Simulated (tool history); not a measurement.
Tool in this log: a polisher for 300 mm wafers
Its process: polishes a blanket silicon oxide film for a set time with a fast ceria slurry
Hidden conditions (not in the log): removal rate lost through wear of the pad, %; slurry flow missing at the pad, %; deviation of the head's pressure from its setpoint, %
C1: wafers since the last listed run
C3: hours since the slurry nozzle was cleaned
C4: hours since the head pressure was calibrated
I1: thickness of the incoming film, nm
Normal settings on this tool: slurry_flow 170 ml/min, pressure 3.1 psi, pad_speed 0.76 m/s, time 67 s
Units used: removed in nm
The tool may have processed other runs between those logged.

run 1 hour=0 | slurry_flow=170 pressure=3.1 pad_speed=0.76 time=67 | C1=0 wafers_polished_on_this_pad=1695 C3=8.9 C4=468.5 | I1=2496.7 | removed=848.6
-- hour=11 worn pad replaced by a new one
run 2 hour=25.6 | slurry_flow=170 pressure=3.1 pad_speed=0.76 time=79 | C1=216 wafers_polished_on_this_pad=145 C3=34.5 C4=494.1 | I1=2506.6 | removed=962.2
run 3 hour=50.8 | slurry_flow=170 pressure=3.5 pad_speed=0.66 time=67 | C1=252 wafers_polished_on_this_pad=397 C3=59.7 C4=519.3 | I1=2512.2 | removed=857.9
run 4 hour=63.5 | slurry_flow=170 pressure=3.5 pad_speed=0.66 time=67 | C1=127 wafers_polished_on_this_pad=525 C3=72.4 C4=532 | I1=2500.6 | removed=861.5
run 5 hour=83.9 | slurry_flow=170 pressure=3.5 pad_speed=0.66 time=67 | C1=204 wafers_polished_on_this_pad=729 C3=92.8 C4=552.4 | I1=2477.1 | removed=853.2
run 6 hour=115.5 | slurry_flow=170 pressure=3.1 pad_speed=0.76 time=67 | C1=316 wafers_polished_on_this_pad=1045 C3=124.4 C4=584 | I1=2504.1 | removed=839.3
run 7 hour=145.6 | slurry_flow=170 pressure=3.1 pad_speed=0.76 time=67 | C1=301 wafers_polished_on_this_pad=1346 C3=154.5 C4=614.1 | I1=2550.1 | removed=820.4
-- hour=162.4 worn pad replaced by a new one
run 8 hour=169.9 | slurry_flow=170 pressure=3.1 pad_speed=0.76 time=67 | C1=203 wafers_polished_on_this_pad=74 C3=178.8 C4=638.4 | I1=2472.4 | removed=831.9
run 9 hour=183.4 | slurry_flow=170 pressure=3.1 pad_speed=0.62 time=67 | C1=135 wafers_polished_on_this_pad=210 C3=192.3 C4=651.9 | I1=2486.2 | removed=733.9
run 10 hour=209.5 | slurry_flow=170 pressure=3.1 pad_speed=0.62 time=67 | C1=261 wafers_polished_on_this_pad=471 C3=218.4 C4=678 | I1=2474 | removed=733.8
run 11 hour=229.2 | slurry_flow=170 pressure=3.1 pad_speed=0.62 time=67 | C1=197 wafers_polished_on_this_pad=668 C3=238.1 C4=697.7 | I1=2510.6 | removed=729.1
run 12 hour=252.3 | slurry_flow=170 pressure=3.1 pad_speed=0.76 time=80 | C1=231 wafers_polished_on_this_pad=899 C3=261.2 C4=720.8 | I1=2482.9 | removed=996.9
run 13 hour=275.4 | slurry_flow=210 pressure=3.9 pad_speed=0.76 time=67 | C1=231 wafers_polished_on_this_pad=1130 C3=284.3 C4=743.9 | I1=2518.9 | removed=1080.5
run 14 hour=289.6 | slurry_flow=170 pressure=3.1 pad_speed=0.76 time=67 | C1=142 wafers_polished_on_this_pad=1272 C3=298.5 C4=758.1 | I1=2454.7 | removed=828.4
run 15 hour=301.6 | slurry_flow=170 pressure=3.8 pad_speed=0.76 time=61 | C1=120 wafers_polished_on_this_pad=1392 C3=310.5 C4=770.1 | I1=2458.2 | removed=934
run 16 hour=324.2 | slurry_flow=170 pressure=3.8 pad_speed=0.76 time=61 | C1=226 wafers_polished_on_this_pad=1618 C3=333.1 C4=792.7 | I1=2502.6 | removed=912.4
-- hour=331.3 head pressure recalibrated
-- hour=345.4 worn pad replaced by a new one
run 17 hour=358 | slurry_flow=170 pressure=3.8 pad_speed=0.76 time=61 | C1=278 wafers_polished_on_this_pad=125 C3=366.9 C4=26.7 | I1=2540.2 | removed=884.2
run 18 hour=454.3 | slurry_flow=170 pressure=3.1 pad_speed=0.76 time=67 | C1=963 wafers_polished_on_this_pad=1089 C3=463.2 C4=123 | I1=2533.3 | removed=809.3
run 19 hour=478.1 | slurry_flow=170 pressure=3.1 pad_speed=1 time=48 | C1=238 wafers_polished_on_this_pad=1327 C3=487 C4=146.8 | I1=2474.8 | removed=687.1
run 20 hour=507.8 | slurry_flow=170 pressure=3.1 pad_speed=0.76 time=76 | C1=297 wafers_polished_on_this_pad=1624 C3=516.7 C4=176.5 | I1=2503.9 | removed=924.7
-- hour=525.2 worn pad replaced by a new one, of another model than before
run 21 hour=525.8 | slurry_flow=170 pressure=2.7 pad_speed=0.76 time=67 | C1=140 wafers_polished_on_this_pad=5 C3=534.7 C4=194.5 | I1=2539.2 | removed=744.8
run 22 hour=549.5 | slurry_flow=115 pressure=2.5 pad_speed=0.9 time=77 | C1=237 wafers_polished_on_this_pad=243 C3=558.4 C4=218.2 | I1=2467 | removed=697.4
-- hour=554.6 slurry nozzle cleaned
run 23 hour=580.7 | slurry_flow=170 pressure=3.1 pad_speed=0.76 time=67 | C1=302 wafers_polished_on_this_pad=545 C3=26.1 C4=249.4 | I1=2507.2 | removed=787.9
run 24 hour=609.5 | slurry_flow=170 pressure=3.5 pad_speed=0.76 time=67 | C1=288 wafers_polished_on_this_pad=833 C3=54.9 C4=278.2 | I1=2548.2 | removed=849.3
run 25 hour=627.5 | slurry_flow=170 pressure=3.1 pad_speed=0.76 time=67 | C1=180 wafers_polished_on_this_pad=1013 C3=72.9 C4=296.2 | I1=2540.1 | removed=809.2
run 26 hour=648.6 | slurry_flow=170 pressure=3.1 pad_speed=0.56 time=85 | C1=211 wafers_polished_on_this_pad=1224 C3=94 C4=317.3 | I1=2548.8 | removed=919.7
run 27 hour=681.3 | slurry_flow=170 pressure=3.1 pad_speed=0.76 time=67 | C1=327 wafers_polished_on_this_pad=1551 C3=126.7 C4=350 | I1=2530 | removed=825.9
-- hour=709 worn pad replaced by a new one
run 28 hour=714.1 | slurry_flow=130 pressure=3.1 pad_speed=0.92 time=67 | C1=288 wafers_polished_on_this_pad=50 C3=159.5 C4=382.8 | I1=2502 | removed=766.4
run 29 hour=735.9 | slurry_flow=130 pressure=2.6 pad_speed=0.5 time=67 | C1=218 wafers_polished_on_this_pad=268 C3=181.3 C4=404.6 | I1=2525.1 | removed=575.6
run 30 hour=748.2 | slurry_flow=115 pressure=3.1 pad_speed=0.66 time=67 | C1=123 wafers_polished_on_this_pad=391 C3=193.6 C4=416.9 | I1=2499.2 | removed=611.9
run 31 hour=768.7 | slurry_flow=135 pressure=3.1 pad_speed=0.76 time=67 | C1=205 wafers_polished_on_this_pad=597 C3=214.1 C4=437.4 | I1=2495.1 | removed=744.5
run 32 hour=784.3 | slurry_flow=170 pressure=4.2 pad_speed=0.76 time=67 | C1=156 wafers_polished_on_this_pad=753 C3=229.7 C4=453 | I1=2545.1 | removed=987.7
run 33 hour=817 | slurry_flow=130 pressure=3.1 pad_speed=0.6 time=67 | C1=327 wafers_polished_on_this_pad=1080 C3=262.4 C4=485.7 | I1=2489 | removed=666.7
run 34 hour=832.8 | slurry_flow=170 pressure=3.1 pad_speed=0.76 time=67 | C1=158 wafers_polished_on_this_pad=1238 C3=278.2 C4=501.5 | I1=2485.9 | removed=809.9

Measured less the same run without the tool's hidden state. The same run-to-run variation is in both; the gauge's scatter may not be:
run=1 removed=+49.7
run=2 removed=+57.4
run=3 removed=+52
run=4 removed=+52.6
run=5 removed=+52.6
run=6 removed=+52.6
run=7 removed=+52.2
run=8 removed=+53.3
run=9 removed=+47.3
run=10 removed=+47.7
run=11 removed=+47.7
run=12 removed=+65.7
run=13 removed=+71.6
run=14 removed=+55.1
run=15 removed=+62.3
run=16 removed=+61.1
run=17 removed=+11.8
run=18 removed=+24.9
run=19 removed=+23.5
run=20 removed=+35.2
run=21 removed=+18.1
run=22 removed=+18.1
run=23 removed=+21.9
run=24 removed=+25
run=25 removed=+24.5
run=26 removed=+28.8
run=27 removed=+27
run=28 removed=+26.1
run=29 removed=+20
run=30 removed=+21.5
run=31 removed=+26.6
run=32 removed=+35.8
run=33 removed=+24.7
run=34 removed=+30.4
